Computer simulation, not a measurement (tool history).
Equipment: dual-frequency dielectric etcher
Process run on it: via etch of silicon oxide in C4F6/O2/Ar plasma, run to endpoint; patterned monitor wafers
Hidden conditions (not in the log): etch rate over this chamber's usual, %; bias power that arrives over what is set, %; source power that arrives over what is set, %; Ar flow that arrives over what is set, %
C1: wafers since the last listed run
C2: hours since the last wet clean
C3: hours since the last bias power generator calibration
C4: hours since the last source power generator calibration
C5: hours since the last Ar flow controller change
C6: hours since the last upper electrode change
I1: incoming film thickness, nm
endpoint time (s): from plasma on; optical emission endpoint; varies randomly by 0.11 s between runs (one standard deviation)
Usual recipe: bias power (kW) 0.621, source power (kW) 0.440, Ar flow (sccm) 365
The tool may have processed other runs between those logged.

run 1 day=0.000 | bias_power_(kW)=0.621 source_power_(kW)=0.440 Ar_flow_(sccm)=365 | C1=0 C2=139.8 C3=3417.2 C4=1575.1 C5=2079.5 C6=4272.0 | I1=102.5 | endpoint_time_(s)=19.9
run 2 day=2.629 | bias_power_(kW)=0.621 source_power_(kW)=0.440 Ar_flow_(sccm)=365 | C1=855 C2=202.9 C3=3480.3 C4=1638.2 C5=2142.6 C6=4335.1 | I1=102.3 | endpoint_time_(s)=20.0
run 3 day=6.917 | bias_power_(kW)=0.621 source_power_(kW)=0.440 Ar_flow_(sccm)=365 | C1=1394 C2=305.8 C3=3583.2 C4=1741.1 C5=2245.5 C6=4438.0 | I1=103.5 | endpoint_time_(s)=20.2
run 4 day=9.538 | bias_power_(kW)=0.621 source_power_(kW)=0.440 Ar_flow_(sccm)=331 | C1=852 C2=368.7 C3=3646.1 C4=1804.0 C5=2308.4 C6=4500.9 | I1=103.0 | endpoint_time_(s)=19.9
-- day=16.879 bias power generator calibrated
run 5 day=18.633 | bias_power_(kW)=0.621 source_power_(kW)=0.440 Ar_flow_(sccm)=331 | C1=2904 C2=587.0 C3=42.1 C4=2022.3 C5=2526.7 C6=4719.2 | I1=104.8 | endpoint_time_(s)=20.1
run 6 day=22.121 | bias_power_(kW)=0.621 source_power_(kW)=0.440 Ar_flow_(sccm)=365 | C1=1134 C2=670.7 C3=125.8 C4=2106.0 C5=2610.4 C6=4802.9 | I1=103.7 | endpoint_time_(s)=20.4
-- day=26.833 wet clean of the chamber
run 7 day=26.854 | bias_power_(kW)=0.621 source_power_(kW)=0.440 Ar_flow_(sccm)=365 | C1=1214 C2=0.5 C3=239.4 C4=2219.6 C5=2724.0 C6=4916.5 | I1=102.8 | endpoint_time_(s)=20.0
run 8 day=27.825 | bias_power_(kW)=0.621 source_power_(kW)=0.360 Ar_flow_(sccm)=337 | C1=315 C2=23.8 C3=262.7 C4=2242.9 C5=2747.3 C6=4939.8 | I1=103.9 | endpoint_time_(s)=22.7
run 9 day=30.358 | bias_power_(kW)=0.581 source_power_(kW)=0.540 Ar_flow_(sccm)=294 | C1=824 C2=84.6 C3=323.5 C4=2303.7 C5=2808.1 C6=5000.6 | I1=102.9 | endpoint_time_(s)=17.3
run 10 day=34.075 | bias_power_(kW)=0.621 source_power_(kW)=0.480 Ar_flow_(sccm)=391 | C1=1209 C2=173.8 C3=412.7 C4=2392.9 C5=2897.3 C6=5089.8 | I1=102.8 | endpoint_time_(s)=19.1
run 11 day=35.808 | bias_power_(kW)=0.774 source_power_(kW)=0.550 Ar_flow_(sccm)=278 | C1=563 C2=215.4 C3=454.3 C4=2434.5 C5=2938.9 C6=5131.4 | I1=103.9 | endpoint_time_(s)=15.7
run 12 day=39.121 | bias_power_(kW)=0.621 source_power_(kW)=0.440 Ar_flow_(sccm)=320 | C1=1077 C2=294.9 C3=533.8 C4=2514.0 C5=3018.4 C6=5210.9 | I1=103.7 | endpoint_time_(s)=19.9
run 13 day=43.429 | bias_power_(kW)=0.621 source_power_(kW)=0.540 Ar_flow_(sccm)=365 | C1=1401 C2=398.3 C3=637.2 C4=2617.4 C5=3121.8 C6=5314.3 | I1=102.9 | endpoint_time_(s)=17.8
run 14 day=46.912 | bias_power_(kW)=0.621 source_power_(kW)=0.440 Ar_flow_(sccm)=365 | C1=1133 C2=481.9 C3=720.8 C4=2701.0 C5=3205.4 C6=5397.9 | I1=102.4 | endpoint_time_(s)=20.0
run 15 day=51.225 | bias_power_(kW)=0.502 source_power_(kW)=0.470 Ar_flow_(sccm)=328 | C1=1402 C2=585.4 C3=824.3 C4=2804.5 C5=3308.9 C6=5501.4 | I1=103.5 | endpoint_time_(s)=20.3
-- day=53.258 upper electrode replaced
run 16 day=55.517 | bias_power_(kW)=0.495 source_power_(kW)=0.470 Ar_flow_(sccm)=365 | C1=1070 C2=688.4 C3=927.3 C4=2907.5 C5=3411.9 C6=54.2 | I1=102.9 | endpoint_time_(s)=20.9
-- day=57.717 wet clean of the chamber
run 17 day=59.588 | bias_power_(kW)=0.569 source_power_(kW)=0.360 Ar_flow_(sccm)=302 | C1=998 C2=44.9 C3=1025.0 C4=3005.2 C5=3509.6 C6=151.9 | I1=104.1 | endpoint_time_(s)=23.0
run 18 day=61.429 | bias_power_(kW)=0.690 source_power_(kW)=0.440 Ar_flow_(sccm)=306 | C1=599 C2=89.1 C3=1069.2 C4=3049.4 C5=3553.8 C6=196.1 | I1=103.5 | endpoint_time_(s)=18.8
-- day=62.571 source power generator calibrated
run 19 day=64.454 | bias_power_(kW)=0.621 source_power_(kW)=0.440 Ar_flow_(sccm)=365 | C1=929 C2=161.7 C3=1141.8 C4=45.2 C5=3626.4 C6=268.7 | I1=103.6 | endpoint_time_(s)=20.4
run 20 day=67.567 | bias_power_(kW)=0.621 source_power_(kW)=0.390 Ar_flow_(sccm)=365 | C1=1012 C2=236.4 C3=1216.5 C4=119.9 C5=3701.1 C6=343.4 | I1=102.6 | endpoint_time_(s)=21.6
-- day=68.046 Ar flow controller replaced
run 21 day=70.667 | bias_power_(kW)=0.552 source_power_(kW)=0.370 Ar_flow_(sccm)=456 | C1=927 C2=310.8 C3=1290.9 C4=194.3 C5=62.9 C6=417.8 | I1=102.8 | endpoint_time_(s)=24.0
run 22 day=73.025 | bias_power_(kW)=0.621 source_power_(kW)=0.440 Ar_flow_(sccm)=365 | C1=767 C2=367.4 C3=1347.5 C4=250.9 C5=119.5 C6=474.4 | I1=103.5 | endpoint_time_(s)=20.1
run 23 day=77.350 | bias_power_(kW)=0.621 source_power_(kW)=0.380 Ar_flow_(sccm)=365 | C1=1406 C2=471.2 C3=1451.3 C4=354.7 C5=223.3 C6=578.2 | I1=103.6 | endpoint_time_(s)=22.2
run 24 day=79.950 | bias_power_(kW)=0.748 source_power_(kW)=0.440 Ar_flow_(sccm)=365 | C1=845 C2=533.6 C3=1513.7 C4=417.1 C5=285.7 C6=640.6 | I1=104.0 | endpoint_time_(s)=19.0
run 25 day=81.892 | bias_power_(kW)=0.621 source_power_(kW)=0.440 Ar_flow_(sccm)=365 | C1=631 C2=580.2 C3=1560.3 C4=463.7 C5=332.3 C6=687.2 | I1=103.4 | endpoint_time_(s)=20.2
run 26 day=83.767 | bias_power_(kW)=0.621 source_power_(kW)=0.440 Ar_flow_(sccm)=365 | C1=609 C2=625.2 C3=1605.3 C4=508.7 C5=377.3 C6=732.2 | I1=102.8 | endpoint_time_(s)=20.0
run 27 day=86.717 | bias_power_(kW)=0.766 source_power_(kW)=0.550 Ar_flow_(sccm)=407 | C1=959 C2=696.0 C3=1676.1 C4=579.5 C5=448.1 C6=803.0 | I1=103.1 | endpoint_time_(s)=16.8
-- day=91.171 wet clean of the chamber
run 28 day=91.192 | bias_power_(kW)=0.706 source_power_(kW)=0.440 Ar_flow_(sccm)=365 | C1=1130 C2=0.5 C3=1783.5 C4=686.9 C5=555.5 C6=910.4 | I1=103.3 | endpoint_time_(s)=19.1
run 29 day=93.288 | bias_power_(kW)=0.621 source_power_(kW)=0.480 Ar_flow_(sccm)=365 | C1=681 C2=50.8 C3=1833.8 C4=737.2 C5=605.8 C6=960.7 | I1=103.7 | endpoint_time_(s)=19.3
run 30 day=97.242 | bias_power_(kW)=0.621 source_power_(kW)=0.440 Ar_flow_(sccm)=322 | C1=1286 C2=145.7 C3=1928.7 C4=832.1 C5=700.7 C6=1055.6 | I1=103.8 | endpoint_time_(s)=19.8

3 options for the next run, each taken on its own from the tool as it stands now. Forecast them:
run A day=97.258 | bias_power_(kW)=0.541 source_power_(kW)=0.440 Ar_flow_(sccm)=365 | C1=5 C2=146.1 C3=1929.1 C4=832.5 C5=701.1 C6=1056.0 | I1=103.5 | endpoint_time_(s)=?
run B day=97.258 | bias_power_(kW)=0.621 source_power_(kW)=0.410 Ar_flow_(sccm)=292 | C1=5 C2=146.1 C3=1929.1 C4=832.5 C5=701.1 C6=1056.0 | I1=103.5 | endpoint_time_(s)=?
run C day=97.258 | bias_power_(kW)=0.734 source_power_(kW)=0.550 Ar_flow_(sccm)=292 | C1=5 C2=146.1 C3=1929.1 C4=832.5 C5=701.1 C6=1056.0 | I1=103.5 | endpoint_time_(s)=?

run=A endpoint_time_(s)=21.2
run=B endpoint_time_(s)=20.2
run=C endpoint_time_(s)=16.2
With the hidden condition removed and each run's random variation left untouched, the same runs would have given:
run=A endpoint_time_(s)=21.2
run=B endpoint_time_(s)=20.2
run=C endpoint_time_(s)=16.2

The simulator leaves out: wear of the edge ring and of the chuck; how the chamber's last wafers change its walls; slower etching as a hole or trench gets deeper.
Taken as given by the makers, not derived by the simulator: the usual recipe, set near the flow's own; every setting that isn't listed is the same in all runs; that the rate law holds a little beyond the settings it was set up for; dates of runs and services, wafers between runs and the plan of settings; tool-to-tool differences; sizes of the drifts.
